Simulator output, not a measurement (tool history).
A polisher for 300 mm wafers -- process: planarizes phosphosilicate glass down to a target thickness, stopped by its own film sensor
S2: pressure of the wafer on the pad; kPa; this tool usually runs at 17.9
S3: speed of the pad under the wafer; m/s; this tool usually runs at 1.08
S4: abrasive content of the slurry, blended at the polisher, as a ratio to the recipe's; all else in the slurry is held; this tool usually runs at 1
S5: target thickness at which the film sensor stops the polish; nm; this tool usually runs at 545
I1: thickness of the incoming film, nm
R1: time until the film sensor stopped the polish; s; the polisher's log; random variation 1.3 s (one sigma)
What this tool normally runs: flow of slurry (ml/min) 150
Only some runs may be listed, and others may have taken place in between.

Run 1, hour 0: usual settings; I1 1057. Result: R1 75.3 s.
At hour 5: worn pad replaced by a new one.
Run 2, hour 18.1: usual settings; I1 1085.5. Result: R1 81.5 s.
At hour 28.4: conditioning disc replaced and pad reconditioned.
Run 3, hour 105.6: usual settings but S4 0.8; I1 1082.7. Result: R1 87.1 s.
Run 4, hour 129.4: usual settings but S4 0.8; I1 1083.8. Result: R1 90.1 s.
Run 5, hour 164.1: usual settings but S3 0.98 m/s, S5 439 nm; I1 1075.4. Result: R1 101.8 s.
Run 6, hour 176.9: usual settings but S3 0.98 m/s, S5 439 nm; I1 1060.7. Result: R1 100.4 s.
At hour 194.8: worn pad replaced by a new one.
Run 7, hour 206.9: usual settings; I1 1088.9. Result: R1 82.3 s.
At hour 234.8: slurry blender recalibrated.
Run 8, hour 264.4: usual settings but S4 0.75; I1 1089.4. Result: R1 96.3 s.
Run 9, hour 282.5: usual settings; I1 1091.4. Result: R1 81.9 s.
Run 10, hour 314.5: usual settings but S2 22.1 kPa; I1 1091.8. Result: R1 66 s.
At hour 371.9: conditioning disc replaced and pad reconditioned.
At hour 373.6: worn pad replaced by a new one.
Run 11, hour 381.9: usual settings; I1 1078.5. Result: R1 80.3 s.
Run 12, hour 410.8: usual settings but flow of slurry (ml/min) 125, S4 0.75, S5 463 nm; I1 1078.4. Result: R1 110.8 s.
At hour 421.4: slurry nozzle cleaned.
At hour 443.5: head pressure recalibrated.
Run 13, hour 444: usual settings but flow of slurry (ml/min) 175; I1 1092.2. Result: R1 82.2 s.
Run 14, hour 467.3: usual settings but S3 1.28 m/s, S4 0.75; I1 1082.9. Result: R1 83 s.
Run 15, hour 490.5: usual settings but flow of slurry (ml/min) 165, S3 1.26 m/s, S4 0.9, S5 593 nm; I1 1083.3. Result: R1 69.3 s.
Run 16, hour 505.9: usual settings but S2 22.1 kPa; I1 1059.7. Result: R1 62.1 s.
Run 17, hour 520.3: usual settings but S4 1.3, S5 629 nm; I1 1091.9. Result: R1 62.6 s.
Run 18, hour 544.3: usual settings but S5 377 nm; I1 1090.5. Result: R1 107.9 s.
At hour 551.2: worn pad replaced by a new one.
Run 19, hour 620.9: usual settings; I1 1057.3. Result: R1 75.9 s.
Run 20, hour 635: usual settings but flow of slurry (ml/min) 175, S2 19.3 kPa; I1 1070. Result: R1 71.7 s.

Expected results for the next run?
Run 21, hour 660.1: usual settings but S2 20 kPa; I1 1091.8. Result: R1 ?.

{"run 21": {"R1": 73.2}}
Take away the tool's hidden state, keep the run-to-run variation as it was, and the same run would have given R1 73.2 s.
